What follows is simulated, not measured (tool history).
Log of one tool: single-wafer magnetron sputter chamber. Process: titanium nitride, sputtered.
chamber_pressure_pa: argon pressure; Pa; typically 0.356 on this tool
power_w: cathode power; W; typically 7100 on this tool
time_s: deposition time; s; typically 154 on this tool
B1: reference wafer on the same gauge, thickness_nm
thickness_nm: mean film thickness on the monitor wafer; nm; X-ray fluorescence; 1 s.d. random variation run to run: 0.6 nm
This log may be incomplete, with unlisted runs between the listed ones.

run 1 day=0 | chamber_pressure_pa=0.356 power_w=7100 time_s=154 | B1=190.991 | thickness_nm=204.95
run 2 day=1.846 | chamber_pressure_pa=0.356 power_w=7100 time_s=154 | B1=190.925 | thickness_nm=205.982
run 3 day=2.971 | chamber_pressure_pa=0.356 power_w=7100 time_s=154 | B1=191.009 | thickness_nm=205.71
run 4 day=4.658 | chamber_pressure_pa=0.356 power_w=7700 time_s=141 | B1=191.047 | thickness_nm=204.567
run 5 day=6.838 | chamber_pressure_pa=0.356 power_w=7700 time_s=141 | B1=190.919 | thickness_nm=203.689
run 6 day=9.404 | chamber_pressure_pa=0.356 power_w=7700 time_s=141 | B1=191.16 | thickness_nm=204.007
run 7 day=10.596 | chamber_pressure_pa=0.356 power_w=7100 time_s=154 | B1=191.054 | thickness_nm=204.336
run 8 day=12.479 | chamber_pressure_pa=0.356 power_w=7100 time_s=154 | B1=191.25 | thickness_nm=204.652
run 9 day=14.058 | chamber_pressure_pa=0.356 power_w=7100 time_s=154 | B1=190.926 | thickness_nm=204.905
run 10 day=16.021 | chamber_pressure_pa=0.356 power_w=6350 time_s=161 | B1=191.067 | thickness_nm=190.012
run 11 day=17.542 | chamber_pressure_pa=0.356 power_w=6350 time_s=161 | B1=190.964 | thickness_nm=190.737
-- day=17.946 capacitance manometer re-zeroed and calibrated
run 12 day=18.662 | chamber_pressure_pa=0.356 power_w=6350 time_s=161 | B1=191.077 | thickness_nm=190.543
-- day=20.058 magnet pack replaced
run 13 day=21.321 | chamber_pressure_pa=0.429 power_w=7100 time_s=154 | B1=190.873 | thickness_nm=198.672
run 14 day=22.662 | chamber_pressure_pa=0.429 power_w=7100 time_s=154 | B1=191.111 | thickness_nm=198.503
-- day=24.192 gauge calibrated
run 15 day=24.617 | chamber_pressure_pa=0.451 power_w=5750 time_s=137 | B1=190.917 | thickness_nm=141.101
-- day=29.104 sputter target and shields replaced
run 16 day=29.388 | chamber_pressure_pa=0.356 power_w=7100 time_s=154 | B1=191.143 | thickness_nm=195.464
run 17 day=32.479 | chamber_pressure_pa=0.356 power_w=6350 time_s=161 | B1=190.898 | thickness_nm=182.389
run 18 day=34.392 | chamber_pressure_pa=0.356 power_w=7100 time_s=154 | B1=190.962 | thickness_nm=194.84
run 19 day=35.558 | chamber_pressure_pa=0.26 power_w=5500 time_s=135 | B1=191.138 | thickness_nm=136.528
run 20 day=36.8 | chamber_pressure_pa=0.356 power_w=6050 time_s=181 | B1=190.982 | thickness_nm=195.374
run 21 day=39.133 | chamber_pressure_pa=0.267 power_w=6400 time_s=154 | B1=191.035 | thickness_nm=180.494
run 22 day=41.938 | chamber_pressure_pa=0.245 power_w=7100 time_s=133 | B1=190.83 | thickness_nm=173.719
-- day=42.417 sputter target and shields replaced, repeated, since the last time left the tool worse
run 23 day=43.775 | chamber_pressure_pa=0.258 power_w=7100 time_s=145 | B1=190.924 | thickness_nm=199.537
run 24 day=45.975 | chamber_pressure_pa=0.356 power_w=7100 time_s=132 | B1=191.121 | thickness_nm=176.542
run 25 day=47.767 | chamber_pressure_pa=0.356 power_w=7100 time_s=132 | B1=190.969 | thickness_nm=175.943
run 26 day=49.371 | chamber_pressure_pa=0.43 power_w=7800 time_s=154 | B1=190.833 | thickness_nm=220.227
run 27 day=50.417 | chamber_pressure_pa=0.306 power_w=6400 time_s=124 | B1=190.841 | thickness_nm=151.274
run 28 day=51.788 | chamber_pressure_pa=0.356 power_w=5950 time_s=185 | B1=190.771 | thickness_nm=206.617
run 29 day=54.688 | chamber_pressure_pa=0.302 power_w=5450 time_s=167 | B1=191.04 | thickness_nm=173.77

Consider 4 possible next runs. They are alternatives, not a sequence: every one starts from the tool as it was left by run 29. What does each give?
run A day=54.704 | chamber_pressure_pa=0.356 power_w=7100 time_s=154 | B1=? | thickness_nm=?
run B day=54.704 | chamber_pressure_pa=0.356 power_w=7100 time_s=124 | B1=? | thickness_nm=?
run C day=54.704 | chamber_pressure_pa=0.42 power_w=7100 time_s=154 | B1=? | thickness_nm=?
run D day=54.704 | chamber_pressure_pa=0.314 power_w=5750 time_s=165 | B1=? | thickness_nm=?

run=A B1=190.967 thickness_nm=204.868
run=B B1=190.967 thickness_nm=164.959
run=C B1=190.967 thickness_nm=200.94
run=D B1=190.967 thickness_nm=180.536
With no hidden state in the tool, these same runs would have given:
run=A thickness_nm=205.801
run=B thickness_nm=165.71
run=C thickness_nm=201.855
run=D thickness_nm=181.359

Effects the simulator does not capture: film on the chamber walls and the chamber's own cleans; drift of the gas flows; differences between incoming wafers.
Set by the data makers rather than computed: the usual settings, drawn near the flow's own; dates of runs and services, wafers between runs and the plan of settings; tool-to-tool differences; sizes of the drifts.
